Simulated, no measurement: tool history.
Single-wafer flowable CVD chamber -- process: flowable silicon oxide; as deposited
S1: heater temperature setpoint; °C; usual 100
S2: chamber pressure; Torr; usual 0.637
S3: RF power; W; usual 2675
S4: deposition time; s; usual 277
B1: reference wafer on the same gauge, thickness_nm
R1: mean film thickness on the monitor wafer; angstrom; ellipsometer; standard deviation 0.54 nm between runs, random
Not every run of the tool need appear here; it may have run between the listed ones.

run,hour,S1,S2,S3,S4,B1,R1
1,0.0,100,0.637,2535,277,174.981,1590.46
# hour 32.9: capacitance manometer re-zeroed and calibrated
2,59.1,100,0.637,2675,277,174.824,1528.32
3,116.8,100,0.637,2675,277,174.969,1540.52
4,159.3,100,0.637,2675,277,174.954,1525.69
5,183.7,104,0.637,2900,277,175.106,1332.54
6,213.6,104,0.637,2900,277,175.053,1327.48
7,269.8,95,0.637,2675,277,174.960,1864.15
8,303.9,100,0.637,2940,277,174.995,1553.37
9,373.4,100,0.637,3055,315,175.099,1770.15
10,509.2,114,0.709,3185,325,174.990,1226.72
11,564.6,95,0.637,2675,277,174.985,1872.26
# hour 584.2: thermocouple changed; heater temperature recalibrated
12,635.7,100,0.637,2675,332,175.099,1826.73
13,676.6,100,0.637,2675,277,174.871,1527.01
14,704.7,100,0.637,2675,277,174.997,1535.82
# hour 733.0: RF generator calibrated
15,762.9,95,0.564,2955,300,174.824,1782.81
16,825.9,100,0.637,2675,277,174.970,1541.41
# hour 884.3: gauge calibrated
# hour 892.4: showerhead replaced
17,893.8,87,0.637,3075,244,174.965,2189.41
18,946.9,109,0.759,2475,306,175.010,1442.90
19,1003.6,100,0.637,2420,277,174.936,1543.87
20,1037.9,100,0.637,3060,231,174.965,1305.35
21,1093.0,100,0.714,2455,247,175.026,1561.73
22,1131.0,94,0.481,2370,331,174.974,1755.36
23,1196.1,111,0.637,2675,236,174.982,888.42
24,1250.7,100,0.577,3190,258,174.984,1339.16
25,1317.1,100,0.637,2675,277,175.064,1569.24
26,1348.9,100,0.637,2675,277,175.019,1573.51
27,1400.3,100,0.637,2280,329,174.876,1852.25
28,1454.7,87,0.785,2875,260,174.990,2967.44

4 ways to go on from here, each from the tool as it stands after run 28. What would each give?
A,1455.2,94,0.637,2675,277,?,?
B,1455.2,109,0.721,2185,229,?,?
C,1455.2,91,0.501,2855,302,?,?
D,1455.2,88,0.637,2675,277,?,?

run,B1,R1
A,175.031,1990.63
B,175.031,1039.00
C,175.031,1918.20
D,175.031,2458.25
What these runs would have given with no unlogged condition in the tool:
run,R1
A,1841.18
B,962.29
C,1779.32
D,2282.67
